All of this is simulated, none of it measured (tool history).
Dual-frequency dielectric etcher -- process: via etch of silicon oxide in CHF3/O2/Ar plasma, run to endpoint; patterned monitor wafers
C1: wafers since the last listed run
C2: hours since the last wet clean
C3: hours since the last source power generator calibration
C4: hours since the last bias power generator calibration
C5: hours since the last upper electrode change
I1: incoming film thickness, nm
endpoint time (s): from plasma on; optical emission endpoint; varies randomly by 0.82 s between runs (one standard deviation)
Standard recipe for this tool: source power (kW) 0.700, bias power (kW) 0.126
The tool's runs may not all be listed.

run 1 hour=0.0 | source_power_(kW)=0.700 bias_power_(kW)=0.126 | C1=0 C2=449.5 C3=1728.6 C4=3956.4 C5=3850.2 | I1=430.8 | endpoint_time_(s)=227.9
run 2 hour=15.8 | source_power_(kW)=0.740 bias_power_(kW)=0.141 | C1=92 C2=465.3 C3=1744.4 C4=3972.2 C5=3866.0 | I1=434.3 | endpoint_time_(s)=213.6
run 3 hour=32.5 | source_power_(kW)=0.740 bias_power_(kW)=0.141 | C1=97 C2=482.0 C3=1761.1 C4=3988.9 C5=3882.7 | I1=428.7 | endpoint_time_(s)=211.2
run 4 hour=39.4 | source_power_(kW)=0.740 bias_power_(kW)=0.141 | C1=40 C2=488.9 C3=1768.0 C4=3995.8 C5=3889.6 | I1=431.8 | endpoint_time_(s)=212.0
-- hour=54.7 source power generator calibrated
run 5 hour=55.2 | source_power_(kW)=0.700 bias_power_(kW)=0.126 | C1=69 C2=504.7 C3=0.5 C4=4011.6 C5=3905.4 | I1=431.3 | endpoint_time_(s)=228.5
run 6 hour=71.6 | source_power_(kW)=0.700 bias_power_(kW)=0.126 | C1=96 C2=521.1 C3=16.9 C4=4028.0 C5=3921.8 | I1=432.1 | endpoint_time_(s)=229.1
-- hour=110.4 wet clean of the chamber
-- hour=126.8 upper electrode replaced, of another model than before
-- hour=127.9 bias power generator calibrated
run 7 hour=128.4 | source_power_(kW)=0.700 bias_power_(kW)=0.126 | C1=89 C2=18.0 C3=73.7 C4=0.5 C5=1.6 | I1=428.6 | endpoint_time_(s)=237.3
run 8 hour=128.9 | source_power_(kW)=0.850 bias_power_(kW)=0.103 | C1=2 C2=18.5 C3=74.2 C4=1.0 C5=2.1 | I1=431.7 | endpoint_time_(s)=237.1
run 9 hour=129.3 | source_power_(kW)=0.820 bias_power_(kW)=0.148 | C1=2 C2=18.9 C3=74.6 C4=1.4 C5=2.5 | I1=427.2 | endpoint_time_(s)=190.0
run 10 hour=129.7 | source_power_(kW)=0.700 bias_power_(kW)=0.126 | C1=2 C2=19.3 C3=75.0 C4=1.8 C5=2.9 | I1=431.0 | endpoint_time_(s)=239.8
run 11 hour=134.2 | source_power_(kW)=0.700 bias_power_(kW)=0.108 | C1=26 C2=23.8 C3=79.5 C4=6.3 C5=7.4 | I1=433.5 | endpoint_time_(s)=267.8
run 12 hour=141.4 | source_power_(kW)=0.830 bias_power_(kW)=0.104 | C1=42 C2=31.0 C3=86.7 C4=13.5 C5=14.6 | I1=429.7 | endpoint_time_(s)=238.3
run 13 hour=148.9 | source_power_(kW)=0.700 bias_power_(kW)=0.126 | C1=43 C2=38.5 C3=94.2 C4=21.0 C5=22.1 | I1=429.6 | endpoint_time_(s)=238.3
run 14 hour=167.0 | source_power_(kW)=0.600 bias_power_(kW)=0.126 | C1=106 C2=56.6 C3=112.3 C4=39.1 C5=40.2 | I1=431.1 | endpoint_time_(s)=277.2
run 15 hour=181.9 | source_power_(kW)=0.700 bias_power_(kW)=0.115 | C1=87 C2=71.5 C3=127.2 C4=54.0 C5=55.1 | I1=434.8 | endpoint_time_(s)=254.4

Take each entry between the runs: how does the hidden state at the last listed run before it differ from the hidden state at the first listed run after it?
After run 4, before run 5: source power generator calibrated (hour 54.7)
  etch rate over this chamber's usual, %: 5.01 -> 5.16
  difference, measured minus the result without the unlogged condition, endpoint time (s): -10.6 -> -11.8
After run 6, before run 7: wet clean of the chamber (hour 110.4); upper electrode replaced, of another model than before (hour 126.8); bias power generator calibrated (hour 127.9)
  etch rate over this chamber's usual, %: 5.32 -> -0.34
  difference, measured minus the result without the unlogged condition, endpoint time (s): -12.2 -> +0.8

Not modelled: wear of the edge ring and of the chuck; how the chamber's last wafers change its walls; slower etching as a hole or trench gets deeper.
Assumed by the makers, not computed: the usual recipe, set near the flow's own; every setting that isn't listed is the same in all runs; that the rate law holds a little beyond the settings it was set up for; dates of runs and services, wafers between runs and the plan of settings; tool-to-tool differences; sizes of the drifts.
